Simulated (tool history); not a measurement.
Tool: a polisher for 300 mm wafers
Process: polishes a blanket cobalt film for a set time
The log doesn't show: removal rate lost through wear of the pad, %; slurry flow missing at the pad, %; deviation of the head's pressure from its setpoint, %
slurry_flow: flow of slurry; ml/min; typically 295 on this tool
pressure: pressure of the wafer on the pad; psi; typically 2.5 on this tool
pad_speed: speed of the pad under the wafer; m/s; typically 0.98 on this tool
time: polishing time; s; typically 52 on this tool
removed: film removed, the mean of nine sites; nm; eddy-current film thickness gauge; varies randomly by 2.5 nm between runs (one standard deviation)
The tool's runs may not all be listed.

run     day  slurry_flow  pressure  pad_speed  time  wafers since the last listed run  wafers polished on this pad  hours since the slurry nozzle was cleaned  hours since the head pressure was calibrated  incoming thickness of the incoming film, nm  removed
  1   0.000          295       1.9       0.98    52                                 0                         1724                                      614.7                                        1114.2                                       1539.1    203.9
  2   0.967          295       2.5       0.98    52                               204                         1928                                      637.9                                        1137.4                                       1523.7    264.5
      1.429  -- worn pad replaced by a new one
  3   1.700          295       2.5       0.98    52                               119                           57                                      655.5                                        1155.0                                       1539.2    291.0
  4   3.175          295       2.5       0.98    52                               312                          369                                      690.9                                        1190.4                                       1521.2    284.9
      4.458  -- head pressure recalibrated
  5   4.533          295       2.5       0.98    52                               269                          639                                      723.5                                           1.8                                       1539.1    282.0
  6   5.362          295       2.5       0.98    52                               175                          814                                      743.4                                          21.7                                       1532.7    282.1
  7   6.154          295       2.5       0.98    52                               167                          982                                      762.4                                          40.7                                       1526.7    280.8
  8   7.483          295       2.5       0.98    52                               281                         1263                                      794.3                                          72.6                                       1518.6    275.1
  9   8.483          295       2.5       0.98    52                               211                         1475                                      818.3                                          96.6                                       1526.5    271.5
     10.817  -- slurry nozzle cleaned
     11.033  -- worn pad replaced by a new one
 10  12.750          295       2.2       0.98    59                               858                          363                                       46.4                                         199.0                                       1518.8    287.2
 11  13.850          295       2.2       0.98    59                               232                          596                                       72.8                                         225.4                                       1542.8    289.8
 12  15.208          295       2.2       0.98    59                               287                          883                                      105.4                                         258.0                                       1530.0    287.0
 13  16.567          205       2.5       0.98    52                               287                         1170                                      138.0                                         290.6                                       1516.7    269.0
 14  18.050          295       2.5       0.74    67                               313                         1484                                      173.6                                         326.2                                       1541.2    297.0
 15  19.542          220       2.5       1.20    58                               315                         1800                                      209.4                                         362.0                                       1529.2    335.0
 16  20.862          295       2.5       0.98    52                               279                         2079                                      241.1                                         393.7                                       1531.4    264.0
 17  21.392          335       1.8       1.28    65                               111                         2191                                      253.8                                         406.4                                       1513.0    286.5
     22.129  -- worn pad replaced by a new one
 18  22.346          335       2.5       0.98    57                               166                           45                                      276.7                                         429.3                                       1545.7    328.7
 19  23.088          295       2.5       0.98    52                               156                          202                                      294.5                                         447.1                                       1537.7    295.6
 20  23.908          230       2.5       0.82    52                               173                          376                                      314.2                                         466.8                                       1550.5    252.6
 21  25.088          295       2.5       1.28    70                               249                          625                                      342.5                                         495.1                                       1539.0    461.2
 22  26.571          295       2.9       0.70    62                               313                          939                                      378.1                                         530.7                                       1530.3    321.0
 23  27.408          375       2.2       0.98    52                               177                         1116                                      398.2                                         550.8                                       1531.8    250.2
 24  27.962          230       2.5       0.98    52                               117                         1234                                      411.5                                         564.1                                       1525.9    265.5
 25  29.262          385       2.5       0.98    52                               275                         1509                                      442.7                                         595.3                                       1530.7    277.7
 26  30.033          295       2.5       0.98    52                               163                         1672                                      461.2                                         613.8                                       1520.2    273.7
 27  30.867          295       1.6       0.68    52                               176                         1848                                      481.2                                         633.8                                       1539.1    138.8
 28  32.775          225       2.5       1.32    52                               403                         2252                                      527.0                                         679.6                                       1529.9    317.1
 29  33.688          295       2.5       0.74    52                               193                         2445                                      548.9                                         701.5                                       1523.8    219.5
     34.179  -- worn pad replaced by a new one
 30  34.725          295       2.5       0.98    46                               184                          115                                      573.8                                         726.4                                       1533.1    256.8
 31  35.892          295       2.5       0.98    52                               246                          362                                      601.8                                         754.4                                       1526.1    286.0
 32  36.525          265       2.9       0.84    65                               134                          496                                      617.0                                         769.6                                       1521.8    365.9
 33  37.425          380       2.5       1.12    37                               190                          687                                      638.6                                         791.2                                       1539.1    226.0
 34  38.888          235       2.0       0.70    52                               309                          996                                      673.7                                         826.3                                       1543.9    178.0
 35  39.575          295       2.5       0.98    52                               145                         1142                                      690.2                                         842.8                                       1542.0    277.3
 36  40.875          350       2.5       0.98    52                               275                         1417                                      721.4                                         874.0                                       1518.9    278.6
 37  41.738          295       2.8       0.98    52                               182                         1599                                      742.1                                         894.7                                       1525.8    303.0

Below are 4 alternative next runs, each starting from the tool's condition after run 37. Predict each:
  A  41.754          295       2.5       0.98    52                                 3                         1603                                      742.5                                         895.1                                       1543.6        ?
  B  41.754          325       2.9       1.10    37                                 3                         1603                                      742.5                                         895.1                                       1543.6        ?
  C  41.754          245       2.2       0.66    61                                 3                         1603                                      742.5                                         895.1                                       1543.6        ?
  D  41.754          220       2.5       0.98    40                                 3                         1603                                      742.5                                         895.1                                       1543.6        ?

run  removed
  A    268.9
  B    241.8
  C    214.2
  D    200.8
Without the tool's hidden state the same runs would have given:
run  removed
  A    292.7
  B    263.2
  C    233.1
  D    218.6
